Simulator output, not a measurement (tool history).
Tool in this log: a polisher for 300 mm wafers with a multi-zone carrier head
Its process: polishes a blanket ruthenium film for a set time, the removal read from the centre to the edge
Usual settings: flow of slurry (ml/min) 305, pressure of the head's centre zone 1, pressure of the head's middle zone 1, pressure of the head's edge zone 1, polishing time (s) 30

run,hour,flow of slurry (ml/min),pressure of the head's centre zone,pressure of the head's middle zone,pressure of the head's edge zone,polishing time (s),wafers since the last listed run,wafers polished on this pad,hours since the slurry nozzle was cleaned,hours since the centre zone pressure was calibrated,hours since the edge zone pressure was calibrated,hours since the carrier head's membrane was replaced,"incoming thickness of the incoming film, nm",film removed at the wafer's centre (Å),film removed at mid-radius (Å),film removed at the wafer's edge (Å)
1,0,305,1,1,1,33,0,422,554.1,268.1,2.2,731.7,524.1,443,414,411
2,11.1,305,1,1,1,30,106,528,565.2,279.2,13.3,742.8,534.5,424,378,373
3,17.5,305,1,1.09,1,30,61,589,571.6,285.6,19.7,749.2,530.9,421,404,371
4,33.8,305,1,1,1,39,155,745,587.9,301.9,36,765.5,532.3,542,511,483
5,40.4,305,1.1,1,1.04,30,63,808,594.5,308.5,42.6,772.1,534.4,454,377,379
# hour 54.1: worn pad replaced by a new one
6,54.6,305,1,1,1,30,97,4,608.7,322.7,56.8,786.3,525.5,425,383,378
7,62.2,305,1,1.11,1,30,72,77,616.3,330.3,64.4,793.9,528,416,412,374
8,73.9,305,1,1,1,30,111,189,628,342,76.1,805.6,535.8,422,385,368
9,85,305,0.95,1.07,1.07,20,106,295,639.1,353.1,87.2,816.7,529.2,272,272,258
10,95.4,305,1,1,1,30,99,395,649.5,363.5,97.6,827.1,534,428,384,377
# hour 107.1: centre zone pressure recalibrated
11,107.6,335,1.12,1,1,39,97,492,661.7,0.5,109.8,839.3,526.3,557,497,491
12,116.5,215,1,1,1,21,85,577,670.6,9.4,118.7,848.2,533.6,255,261,255
13,127.2,255,1,1,1.11,30,102,680,681.3,20.1,129.4,858.9,524.7,375,370,382
# hour 139.2: worn pad replaced by a new one, of another model than before
# hour 164.3: slurry nozzle cleaned
14,177.7,305,1,1,1.03,33,435,358,13.4,70.6,179.9,909.4,521.1,423,430,419
15,185.2,230,1,0.89,1.12,26,71,429,20.9,78.1,187.4,916.9,530,315,283,319
# hour 192.2: carrier head's membrane replaced by a new one
16,198,305,1,1,1,30,74,504,33.7,90.9,200.2,5.8,540.1,388,388,371
17,213.5,335,1,1.09,1,30,148,652,49.2,106.4,215.7,21.3,524.4,401,425,373
18,227.1,255,1,1,1,35,130,782,62.8,120,229.3,34.9,528.8,451,432,423
19,235.4,265,1,1,1,30,79,862,71.1,128.3,237.6,43.2,528.2,381,373,364

Run 20 is up next; what results do you expect?
# hour 251.1: worn pad replaced by a new one
20,276.7,305,1.04,1,0.88,30,356,245,112.4,169.6,278.9,84.5,532.7,?,?,?

film removed at the wafer's centre (Å): 419
film removed at mid-radius (Å): 385
film removed at the wafer's edge (Å): 354
With the hidden condition absent and the run-to-run variation left alone, this run would have shown film removed at the wafer's centre (Å) 400, film removed at mid-radius (Å) 385, film removed at the wafer's edge (Å) 354.

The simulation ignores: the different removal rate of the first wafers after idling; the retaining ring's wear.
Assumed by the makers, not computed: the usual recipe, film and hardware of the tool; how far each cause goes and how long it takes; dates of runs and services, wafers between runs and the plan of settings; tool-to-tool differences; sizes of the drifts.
